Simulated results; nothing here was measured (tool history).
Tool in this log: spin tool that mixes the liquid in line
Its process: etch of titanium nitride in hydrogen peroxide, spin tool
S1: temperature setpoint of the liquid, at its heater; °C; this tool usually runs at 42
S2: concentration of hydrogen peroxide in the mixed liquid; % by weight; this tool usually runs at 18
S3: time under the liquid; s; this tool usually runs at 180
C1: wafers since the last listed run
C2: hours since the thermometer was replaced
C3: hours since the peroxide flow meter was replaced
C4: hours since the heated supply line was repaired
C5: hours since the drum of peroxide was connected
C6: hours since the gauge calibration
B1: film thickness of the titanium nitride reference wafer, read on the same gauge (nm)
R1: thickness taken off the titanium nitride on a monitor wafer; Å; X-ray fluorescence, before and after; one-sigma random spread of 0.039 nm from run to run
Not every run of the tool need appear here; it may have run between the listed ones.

| run | hour | S1 | S2 | S3 | C1 | C2 | C3 | C4 | C5 | C6 | B1 | R1 |
|---|---|---|---|---|---|---|---|---|---|---|---|---|
| 1 | 0 | 49 | 18 | 180 | 0 | 609.1 | 964.1 | 57.8 | 696.6 | 59.1 | 109.994 | 72.98 |
|  | 24.6 | peroxide flow meter replaced |
| 2 | 26.3 | 49 | 18 | 180 | 141 | 635.4 | 1.7 | 84.1 | 722.9 | 85.4 | 109.998 | 72.19 |
| 3 | 52.1 | 34.5 | 14 | 95 | 143 | 661.2 | 27.5 | 109.9 | 748.7 | 111.2 | 110.014 | 12.09 |
| 4 | 74.7 | 47.5 | 14 | 210 | 126 | 683.8 | 50.1 | 132.5 | 771.3 | 133.8 | 110.005 | 71.49 |
| 5 | 106.1 | 48.5 | 13.5 | 120 | 175 | 715.2 | 81.5 | 163.9 | 802.7 | 165.2 | 110.018 | 43.12 |
| 6 | 129.4 | 47.5 | 21.5 | 80 | 129 | 738.5 | 104.8 | 187.2 | 826 | 188.5 | 109.99 | 28.8 |
| 7 | 161.3 | 42 | 20.5 | 90 | 177 | 770.4 | 136.7 | 219.1 | 857.9 | 220.4 | 109.996 | 21.52 |
| 8 | 181.3 | 38 | 18 | 180 | 111 | 790.4 | 156.7 | 239.1 | 877.9 | 240.4 | 109.997 | 31.06 |
| 9 | 200.2 | 42 | 13.5 | 180 | 105 | 809.3 | 175.6 | 258 | 896.8 | 259.3 | 110.008 | 39.23 |
| 10 | 227.4 | 33 | 22 | 115 | 151 | 836.5 | 202.8 | 285.2 | 924 | 286.5 | 109.999 | 13.61 |
| 11 | 257.1 | 42 | 18 | 255 | 165 | 866.2 | 232.5 | 314.9 | 953.7 | 316.2 | 109.999 | 58.66 |
| 12 | 288.2 | 34 | 21.5 | 230 | 173 | 897.3 | 263.6 | 346 | 984.8 | 347.3 | 110.005 | 29.07 |
| 13 | 323.3 | 35 | 18 | 265 | 195 | 932.4 | 298.7 | 381.1 | 1019.9 | 382.4 | 110.011 | 34.76 |
| 14 | 338.1 | 42 | 18 | 180 | 82 | 947.2 | 313.5 | 395.9 | 1034.7 | 397.2 | 110.001 | 41.21 |
|  | 366.4 | new drum of peroxide connected |
| 15 | 394.7 | 52 | 20.5 | 180 | 310 | 1003.8 | 370.1 | 452.5 | 28.3 | 453.8 | 110.009 | 88.25 |
|  | 405.3 | thermometer replaced |
| 16 | 417.7 | 34 | 14 | 135 | 122 | 12.4 | 393.1 | 475.5 | 51.3 | 476.8 | 109.981 | 15.26 |
| 17 | 446.3 | 35 | 20 | 270 | 159 | 41 | 421.7 | 504.1 | 79.9 | 505.4 | 109.994 | 35.87 |
| 18 | 469.8 | 42 | 18 | 180 | 131 | 64.5 | 445.2 | 527.6 | 103.4 | 528.9 | 109.992 | 40.45 |
| 19 | 554.5 | 49.5 | 16 | 140 | 472 | 149.2 | 529.9 | 612.3 | 188.1 | 613.6 | 110.011 | 52.52 |
| 20 | 568.1 | 50.5 | 22.5 | 250 | 75 | 162.8 | 543.5 | 625.9 | 201.7 | 627.2 | 109.996 | 108.15 |
| 21 | 582.2 | 45 | 18 | 290 | 78 | 176.9 | 557.6 | 640 | 215.8 | 641.3 | 110.015 | 79.74 |

What does the tool deliver on the next run?
| 22 | 596.1 | 34 | 18 | 180 | 77 | 190.8 | 571.5 | 653.9 | 229.7 | 655.2 | ? | ? |

B1: 110.001
R1: 20.67 Å
The same run, on a tool lacking any hidden state, would have yielded R1 23.17 Å.

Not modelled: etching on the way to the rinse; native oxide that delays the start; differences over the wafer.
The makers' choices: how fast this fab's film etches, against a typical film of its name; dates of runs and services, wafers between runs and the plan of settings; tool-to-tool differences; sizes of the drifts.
